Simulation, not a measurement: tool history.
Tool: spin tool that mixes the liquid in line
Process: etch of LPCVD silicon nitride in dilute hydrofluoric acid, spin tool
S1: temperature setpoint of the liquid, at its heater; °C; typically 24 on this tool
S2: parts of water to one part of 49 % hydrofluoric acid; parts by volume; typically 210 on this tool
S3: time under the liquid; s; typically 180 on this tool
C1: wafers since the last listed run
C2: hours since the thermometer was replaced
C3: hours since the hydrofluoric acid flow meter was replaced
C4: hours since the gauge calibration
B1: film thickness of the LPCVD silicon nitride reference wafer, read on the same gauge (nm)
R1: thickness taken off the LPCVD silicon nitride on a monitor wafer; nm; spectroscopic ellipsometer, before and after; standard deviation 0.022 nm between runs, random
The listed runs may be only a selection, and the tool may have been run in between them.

{"run": 1, "hour": 0.0, "S1": 24, "S2": 210, "S3": 180, "C1": 0, "C2": 2436, "C3": 167.5, "C4": 514.6, "B1": 129.973, "R1": 0.422}
{"run": 2, "hour": 25.3, "S1": 27.5, "S2": 210, "S3": 180, "C1": 149, "C2": 2461.3, "C3": 192.8, "C4": 539.9, "B1": 130.016, "R1": 0.543}
{"run": 3, "hour": 55.0, "S1": 27.5, "S2": 210, "S3": 180, "C1": 175, "C2": 2491, "C3": 222.5, "C4": 569.6, "B1": 129.995, "R1": 0.477}
{"run": 4, "hour": 90.5, "S1": 24, "S2": 210, "S3": 180, "C1": 209, "C2": 2526.5, "C3": 258, "C4": 605.1, "B1": 129.989, "R1": 0.423}
{"run": 5, "hour": 123.7, "S1": 24, "S2": 210, "S3": 180, "C1": 195, "C2": 2559.7, "C3": 291.2, "C4": 638.3, "B1": 129.972, "R1": 0.394}
{"run": 6, "hour": 156.7, "S1": 24, "S2": 210, "S3": 180, "C1": 194, "C2": 2592.7, "C3": 324.2, "C4": 671.3, "B1": 129.972, "R1": 0.396}
{"run": 7, "hour": 181.4, "S1": 24, "S2": 210, "S3": 180, "C1": 145, "C2": 2617.4, "C3": 348.9, "C4": 696, "B1": 129.989, "R1": 0.419}
{"run": 8, "hour": 211.7, "S1": 24, "S2": 210, "S3": 145, "C1": 178, "C2": 2647.7, "C3": 379.2, "C4": 726.3, "B1": 129.991, "R1": 0.353}
{"run": 9, "hour": 232.6, "S1": 22.5, "S2": 135, "S3": 180, "C1": 123, "C2": 2668.6, "C3": 400.1, "C4": 747.2, "B1": 129.993, "R1": 0.595}
{"run": 10, "hour": 261.4, "S1": 24, "S2": 125, "S3": 180, "C1": 169, "C2": 2697.4, "C3": 428.9, "C4": 776, "B1": 130.02, "R1": 0.67}
{"run": 11, "hour": 280.6, "S1": 24, "S2": 125, "S3": 180, "C1": 113, "C2": 2716.6, "C3": 448.1, "C4": 795.2, "B1": 130.014, "R1": 0.691}
{"run": 12, "hour": 294.9, "S1": 24, "S2": 210, "S3": 180, "C1": 84, "C2": 2730.9, "C3": 462.4, "C4": 809.5, "B1": 130.015, "R1": 0.412}
{"run": 13, "hour": 385.6, "S1": 26.5, "S2": 210, "S3": 180, "C1": 535, "C2": 2821.6, "C3": 553.1, "C4": 900.2, "B1": 130, "R1": 0.477}
{"hour": 397.8, "done": "gauge calibrated"}
{"run": 14, "hour": 397.8, "S1": 24, "S2": 210, "S3": 180, "C1": 71, "C2": 2833.8, "C3": 565.3, "C4": 0, "B1": 130, "R1": 0.418}
{"run": 15, "hour": 411.6, "S1": 24, "S2": 210, "S3": 240, "C1": 81, "C2": 2847.6, "C3": 579.1, "C4": 13.8, "B1": 130.008, "R1": 0.62}
{"run": 16, "hour": 447.4, "S1": 24, "S2": 210, "S3": 180, "C1": 211, "C2": 2883.4, "C3": 614.9, "C4": 49.6, "B1": 129.995, "R1": 0.358}
{"run": 17, "hour": 482.7, "S1": 26, "S2": 210, "S3": 215, "C1": 208, "C2": 2918.7, "C3": 650.2, "C4": 84.9, "B1": 130.016, "R1": 0.582}
{"hour": 501.4, "done": "thermometer replaced"}
{"run": 18, "hour": 508.0, "S1": 27, "S2": 160, "S3": 240, "C1": 143, "C2": 6.6, "C3": 675.5, "C4": 110.2, "B1": 130.043, "R1": 0.848}
{"run": 19, "hour": 540.2, "S1": 24, "S2": 210, "S3": 180, "C1": 189, "C2": 38.8, "C3": 707.7, "C4": 142.4, "B1": 130.04, "R1": 0.426}
{"run": 20, "hour": 560.9, "S1": 27, "S2": 160, "S3": 240, "C1": 122, "C2": 59.5, "C3": 728.4, "C4": 163.1, "B1": 129.985, "R1": 0.951}
{"run": 21, "hour": 595.2, "S1": 29, "S2": 210, "S3": 150, "C1": 202, "C2": 93.8, "C3": 762.7, "C4": 197.4, "B1": 129.995, "R1": 0.478}
{"hour": 613.3, "done": "hydrofluoric acid flow meter replaced"}
{"run": 22, "hour": 666.1, "S1": 20, "S2": 285, "S3": 180, "C1": 412, "C2": 164.7, "C3": 52.8, "C4": 268.3, "B1": 129.961, "R1": 0.255}
{"run": 23, "hour": 701.3, "S1": 24, "S2": 210, "S3": 180, "C1": 207, "C2": 199.9, "C3": 88, "C4": 303.5, "B1": 129.997, "R1": 0.414}
{"run": 24, "hour": 714.0, "S1": 20.5, "S2": 300, "S3": 220, "C1": 74, "C2": 212.6, "C3": 100.7, "C4": 316.2, "B1": 129.996, "R1": 0.28}
{"run": 25, "hour": 749.1, "S1": 24, "S2": 210, "S3": 260, "C1": 207, "C2": 247.7, "C3": 135.8, "C4": 351.3, "B1": 130.033, "R1": 0.547}
{"run": 26, "hour": 775.7, "S1": 24, "S2": 280, "S3": 180, "C1": 156, "C2": 274.3, "C3": 162.4, "C4": 377.9, "B1": 129.974, "R1": 0.302}
{"run": 27, "hour": 790.5, "S1": 21.5, "S2": 260, "S3": 90, "C1": 87, "C2": 289.1, "C3": 177.2, "C4": 392.7, "B1": 129.977, "R1": 0.149}
{"run": 28, "hour": 814.8, "S1": 22, "S2": 210, "S3": 180, "C1": 143, "C2": 313.4, "C3": 201.5, "C4": 417, "B1": 130.023, "R1": 0.373}
{"run": 29, "hour": 831.6, "S1": 24, "S2": 210, "S3": 85, "C1": 99, "C2": 330.2, "C3": 218.3, "C4": 433.8, "B1": 129.978, "R1": 0.199}

Each row is a separate what-if for the run after 29, all from the same tool condition, not one after another. Results?
{"run": "A", "hour": 832.1, "S1": 24, "S2": 160, "S3": 180, "C1": 2, "C2": 330.7, "C3": 218.8, "C4": 434.3, "B1": "?", "R1": "?"}
{"run": "B", "hour": 832.1, "S1": 26.5, "S2": 310, "S3": 220, "C1": 2, "C2": 330.7, "C3": 218.8, "C4": 434.3, "B1": "?", "R1": "?"}
{"run": "C", "hour": 832.1, "S1": 27.5, "S2": 265, "S3": 180, "C1": 2, "C2": 330.7, "C3": 218.8, "C4": 434.3, "B1": "?", "R1": "?"}
{"run": "D", "hour": 832.1, "S1": 21.5, "S2": 210, "S3": 180, "C1": 2, "C2": 330.7, "C3": 218.8, "C4": 434.3, "B1": "?", "R1": "?"}
{"run": "E", "hour": 832.1, "S1": 28.5, "S2": 210, "S3": 180, "C1": 2, "C2": 330.7, "C3": 218.8, "C4": 434.3, "B1": "?", "R1": "?"}

run=A B1=129.991 R1=0.523
run=B B1=129.991 R1=0.386
run=C B1=129.991 R1=0.392
run=D B1=129.991 R1=0.34
run=E B1=129.991 R1=0.527
What these runs would have given with no unlogged condition in the tool:
run=A R1=0.523
run=B R1=0.386
run=C R1=0.392
run=D R1=0.34
run=E R1=0.527
